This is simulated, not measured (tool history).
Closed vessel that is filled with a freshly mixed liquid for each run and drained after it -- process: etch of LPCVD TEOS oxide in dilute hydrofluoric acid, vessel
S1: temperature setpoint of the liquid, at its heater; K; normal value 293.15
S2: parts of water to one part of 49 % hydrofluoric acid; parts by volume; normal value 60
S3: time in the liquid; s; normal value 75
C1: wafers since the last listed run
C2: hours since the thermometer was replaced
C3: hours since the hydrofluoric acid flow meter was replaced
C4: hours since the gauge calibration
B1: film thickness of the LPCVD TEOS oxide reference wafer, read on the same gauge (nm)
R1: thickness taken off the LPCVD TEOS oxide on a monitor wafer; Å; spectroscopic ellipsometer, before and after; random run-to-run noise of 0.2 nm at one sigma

| run | hour | S1 | S2 | S3 | C1 | C2 | C3 | C4 | B1 | R1 |
|---|---|---|---|---|---|---|---|---|---|---|
| 1 | 0.0 | 293.15 | 60 | 75 | 0 | 143.2 | 1100.8 | 162.1 | 39.44 | 220.5 |
| 2 | 76.8 | 293.15 | 60 | 75 | 6692 | 220.0 | 1177.6 | 238.9 | 39.20 | 221.2 |
| 3 | 114.2 | 293.15 | 60 | 75 | 3259 | 257.4 | 1215.0 | 276.3 | 39.12 | 216.5 |
| 4 | 167.4 | 293.15 | 60 | 75 | 4636 | 310.6 | 1268.2 | 329.5 | 39.00 | 217.3 |
| 5 | 203.9 | 293.15 | 60 | 90 | 3180 | 347.1 | 1304.7 | 366.0 | 38.91 | 260.2 |
| 6 | 288.6 | 293.15 | 60 | 90 | 7381 | 431.8 | 1389.4 | 450.7 | 38.76 | 256.9 |
| 7 | 358.8 | 293.15 | 60 | 90 | 6117 | 502.0 | 1459.6 | 520.9 | 38.62 | 256.2 |
| 8 | 624.8 | 293.15 | 60 | 85 | 23180 | 768.0 | 1725.6 | 786.9 | 38.37 | 240.8 |
| 9 | 692.1 | 293.15 | 60 | 85 | 5864 | 835.3 | 1792.9 | 854.2 | 38.33 | 245.8 |
| 10 | 789.5 | 293.15 | 60 | 85 | 8488 | 932.7 | 1890.3 | 951.6 | 38.27 | 244.1 |
|  | 820.6 | thermometer replaced |
| 11 | 842.3 | 291.65 | 80 | 35 | 4514 | 21.7 | 1943.1 | 1004.4 | 38.26 | 68.6 |
|  | 899.0 | hydrofluoric acid flow meter replaced |
| 12 | 935.1 | 293.15 | 60 | 75 | 8000 | 114.5 | 36.1 | 1097.2 | 38.24 | 210.1 |
| 13 | 1005.3 | 293.15 | 60 | 75 | 6117 | 184.7 | 106.3 | 1167.4 | 38.22 | 213.8 |
| 14 | 1095.7 | 293.15 | 90 | 95 | 7878 | 275.1 | 196.7 | 1257.8 | 38.19 | 174.6 |
| 15 | 1196.4 | 291.15 | 60 | 55 | 8775 | 375.8 | 297.4 | 1358.5 | 38.17 | 142.2 |
|  | 1218.7 | gauge calibrated |
| 16 | 1277.2 | 293.15 | 60 | 75 | 7041 | 456.6 | 378.2 | 58.5 | 40.10 | 225.9 |
| 17 | 1345.3 | 296.15 | 85 | 30 | 5934 | 524.7 | 446.3 | 126.6 | 39.84 | 69.8 |
| 18 | 1430.0 | 291.15 | 80 | 30 | 7381 | 609.4 | 531.0 | 211.3 | 39.53 | 59.2 |
| 19 | 1532.3 | 293.15 | 60 | 75 | 8915 | 711.7 | 633.3 | 313.6 | 39.27 | 217.8 |
| 20 | 1597.9 | 290.15 | 85 | 105 | 5716 | 777.3 | 698.9 | 379.2 | 39.12 | 184.1 |

Branching from run 20: 3 alternative next runs. What would each branch give?
| A | 1598.6 | 293.15 | 60 | 75 | 61 | 778.0 | 699.6 | 379.9 | ? | ? |
| B | 1598.6 | 293.15 | 35 | 75 | 61 | 778.0 | 699.6 | 379.9 | ? | ? |
| C | 1598.6 | 293.15 | 60 | 110 | 61 | 778.0 | 699.6 | 379.9 | ? | ? |

| run | B1 | R1 |
|---|---|---|
| A | 39.13 | 217.1 |
| B | 39.13 | 383.5 |
| C | 39.13 | 318.4 |
With no hidden state in the tool, these same runs would have given:
| run | R1 |
|---|---|
| A | 221.9 |
| B | 392.0 |
| C | 325.5 |
